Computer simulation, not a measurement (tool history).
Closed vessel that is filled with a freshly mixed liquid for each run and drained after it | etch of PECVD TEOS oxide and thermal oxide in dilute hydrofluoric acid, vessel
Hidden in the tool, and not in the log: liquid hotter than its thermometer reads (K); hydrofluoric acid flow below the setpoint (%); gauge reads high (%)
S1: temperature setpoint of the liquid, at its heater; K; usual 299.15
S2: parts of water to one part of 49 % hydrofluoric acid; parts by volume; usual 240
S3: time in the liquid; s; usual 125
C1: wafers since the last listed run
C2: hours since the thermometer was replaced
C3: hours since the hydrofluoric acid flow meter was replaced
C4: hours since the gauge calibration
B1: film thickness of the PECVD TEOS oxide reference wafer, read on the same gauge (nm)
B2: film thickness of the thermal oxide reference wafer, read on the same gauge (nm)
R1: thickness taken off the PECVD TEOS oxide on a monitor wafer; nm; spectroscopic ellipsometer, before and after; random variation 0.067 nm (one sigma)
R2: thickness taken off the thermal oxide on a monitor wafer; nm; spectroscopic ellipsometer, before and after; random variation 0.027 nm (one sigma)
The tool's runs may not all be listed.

| run | hour | S1 | S2 | S3 | C1 | C2 | C3 | C4 | B1 | B2 | R1 | R2 |
|---|---|---|---|---|---|---|---|---|---|---|---|---|
| 1 | 0 | 297.15 | 240 | 125 | 0 | 1977.3 | 538.2 | 543.1 | 40.02 | 70.014 | 12 | 1.786 |
| 2 | 48.2 | 297.15 | 210 | 125 | 5427 | 2025.5 | 586.4 | 591.3 | 39.98 | 70.002 | 14.24 | 2.077 |
| 3 | 94.2 | 297.15 | 210 | 125 | 5179 | 2071.5 | 632.4 | 637.3 | 39.99 | 70.019 | 14.24 | 2.152 |
|  | 104.9 | thermometer replaced |
| 4 | 118.3 | 297.15 | 210 | 125 | 2601 | 13.4 | 656.5 | 661.4 | 39.98 | 69.973 | 14.19 | 2.087 |
| 5 | 170.9 | 299.15 | 240 | 125 | 5922 | 66 | 709.1 | 714 | 40.01 | 70.033 | 12.76 | 1.979 |
| 6 | 218.1 | 299.15 | 240 | 125 | 5314 | 113.2 | 756.3 | 761.2 | 40 | 69.998 | 12.85 | 1.944 |
| 7 | 273.3 | 301.15 | 145 | 125 | 6215 | 168.4 | 811.5 | 816.4 | 40.02 | 70.021 | 25.58 | 3.933 |
| 8 | 342.4 | 299.15 | 145 | 125 | 7780 | 237.5 | 880.6 | 885.5 | 39.96 | 69.996 | 23.85 | 3.533 |
| 9 | 410.4 | 299.15 | 240 | 125 | 7656 | 305.5 | 948.6 | 953.5 | 40.03 | 70.018 | 12.88 | 1.889 |
| 10 | 463.8 | 299.15 | 240 | 125 | 6012 | 358.9 | 1002 | 1006.9 | 40.01 | 69.989 | 12.92 | 1.923 |
| 11 | 520.6 | 300.65 | 310 | 105 | 6395 | 415.7 | 1058.8 | 1063.7 | 40.01 | 69.966 | 8.18 | 1.221 |
| 12 | 545 | 299.15 | 240 | 125 | 2747 | 440.1 | 1083.2 | 1088.1 | 40.05 | 70.068 | 12.93 | 1.908 |
|  | 591.8 | hydrofluoric acid flow meter replaced |
| 13 | 635.8 | 294.15 | 325 | 170 | 10111 | 530.9 | 44 | 1178.9 | 40.01 | 70.004 | 10.05 | 1.49 |
| 14 | 686.7 | 296.15 | 240 | 125 | 5731 | 581.8 | 94.9 | 1229.8 | 40 | 70 | 11.53 | 1.753 |
| 15 | 722.3 | 300.65 | 240 | 85 | 4008 | 617.4 | 130.5 | 1265.4 | 40 | 69.974 | 9.24 | 1.348 |
|  | 767.4 | gauge calibrated |
| 16 | 768.5 | 295.15 | 240 | 125 | 5202 | 663.6 | 176.7 | 1.1 | 40.01 | 70.022 | 11.02 | 1.628 |
| 17 | 798.5 | 299.15 | 145 | 170 | 3377 | 693.6 | 206.7 | 31.1 | 39.98 | 70.023 | 32.11 | 4.988 |
| 18 | 864.4 | 296.15 | 195 | 125 | 7420 | 759.5 | 272.6 | 97 | 39.95 | 70.02 | 14.79 | 2.221 |
| 19 | 894 | 295.15 | 360 | 55 | 3332 | 789.1 | 302.2 | 126.6 | 39.99 | 70.014 | 2.96 | 0.435 |
| 20 | 926.9 | 295.15 | 240 | 155 | 3704 | 822 | 335.1 | 159.5 | 40.02 | 69.97 | 13.93 | 2.111 |
| 21 | 981.7 | 296.65 | 240 | 125 | 6170 | 876.8 | 389.9 | 214.3 | 40.01 | 69.988 | 11.83 | 1.767 |
| 22 | 1042.9 | 294.65 | 270 | 100 | 6890 | 938 | 451.1 | 275.5 | 39.98 | 69.973 | 7.51 | 1.141 |
| 23 | 1112.1 | 299.15 | 240 | 100 | 7791 | 1007.2 | 520.3 | 344.7 | 40.05 | 69.968 | 10.34 | 1.534 |
| 24 | 1169.4 | 299.15 | 160 | 145 | 6451 | 1064.5 | 577.6 | 402 | 40.03 | 69.993 | 24.39 | 3.624 |
| 25 | 1377 | 299.15 | 240 | 125 | 23375 | 1272.1 | 785.2 | 609.6 | 40 | 70.033 | 12.92 | 1.868 |
| 26 | 1426.1 | 301.65 | 210 | 160 | 5528 | 1321.2 | 834.3 | 658.7 | 39.99 | 69.955 | 21.32 | 3.146 |
| 27 | 1456.7 | 295.65 | 320 | 125 | 3445 | 1351.8 | 864.9 | 689.3 | 39.98 | 70.052 | 7.9 | 1.172 |

How the hidden state differs across the entries between the runs, from the last listed run before each to the first after it:
Between runs 3 and 4: thermometer replaced (hour 104.9)
  no hidden state differs between the two runs
Between runs 12 and 13: hydrofluoric acid flow meter replaced (hour 591.8)
  no hidden state differs between the two runs
Between runs 15 and 16: gauge calibrated (hour 767.4)
  no hidden state differs between the two runs
